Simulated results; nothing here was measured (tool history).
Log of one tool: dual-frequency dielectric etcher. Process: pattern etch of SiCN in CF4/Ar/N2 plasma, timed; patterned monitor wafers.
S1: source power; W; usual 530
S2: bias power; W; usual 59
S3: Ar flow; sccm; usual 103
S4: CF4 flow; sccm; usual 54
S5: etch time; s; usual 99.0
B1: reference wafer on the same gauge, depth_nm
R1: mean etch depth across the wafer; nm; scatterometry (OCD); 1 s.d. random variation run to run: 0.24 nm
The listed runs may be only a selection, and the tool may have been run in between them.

run    hour   S1  S2   S3  S4     S5    B1     R1
  1     0.0  530  49  103  54   99.0  76.0   82.4
  2    52.0  530  59  103  54   99.0  76.0   88.2
  3    87.6  530  59  103  54   99.0  76.0   88.4
  4   132.6  500  59  103  54   99.0  76.0   84.5
  5   159.2  530  67  103  54   99.0  76.0   92.2
  6   221.8  530  67  103  54   99.0  76.1   92.0
  7   255.9  530  67  103  54   99.0  75.9   92.4
  8   302.9  530  59  103  43   99.0  76.0   86.5
  9   336.8  530  59  103  43   99.0  76.0   86.8
      421.7  -- upper electrode replaced
      487.8  -- gauge calibrated
      488.1  -- wet clean of the chamber
 10   539.3  530  59  103  43   99.0  76.0   84.6
 11   599.9  590  59  103  54  119.5  76.0  113.9
      620.8  -- CF4 flow controller replaced
 12   631.0  530  59  103  54   99.0  76.0   87.7
 13   660.4  420  59  103  41   99.0  76.0   72.6
 14   747.7  530  51   94  54  111.0  76.0   95.1
      789.6  -- bias power generator calibrated
      807.5  -- source power generator calibrated
 15   877.9  570  48  103  41   80.0  76.0   68.1
      892.4  -- Ar flow controller replaced
 16   944.3  640  59   81  54   99.0  76.0  105.3
 17  1008.6  530  59   77  48   78.5  76.0   72.2
 18  1036.5  530  59  103  54   99.0  76.0   88.3
     1083.4  -- wet clean of the chamber
 19  1095.0  530  59  127  54   99.0  76.0   84.6
 20  1165.6  530  69   82  54   99.0  76.0   94.9
 21  1219.1  530  59  103  54   99.0  76.0   87.6
 22  1255.1  490  66  103  54   99.0  76.0   85.8

Below are 3 alternative next runs, each starting from the tool's condition after run 22. Predict each:
  A  1255.5  530  59  103  54  99.0   ?   ?
  B  1255.5  530  59  119  54  99.0   ?   ?
  C  1255.5  530  59  118  54  99.0   ?   ?

run    B1    R1
  A  76.0  87.5
  B  76.0  85.5
  C  76.0  85.6
Without the tool's unlogged condition, the same runs would have read:
run    R1
  A  87.4
  B  85.4
  C  85.5

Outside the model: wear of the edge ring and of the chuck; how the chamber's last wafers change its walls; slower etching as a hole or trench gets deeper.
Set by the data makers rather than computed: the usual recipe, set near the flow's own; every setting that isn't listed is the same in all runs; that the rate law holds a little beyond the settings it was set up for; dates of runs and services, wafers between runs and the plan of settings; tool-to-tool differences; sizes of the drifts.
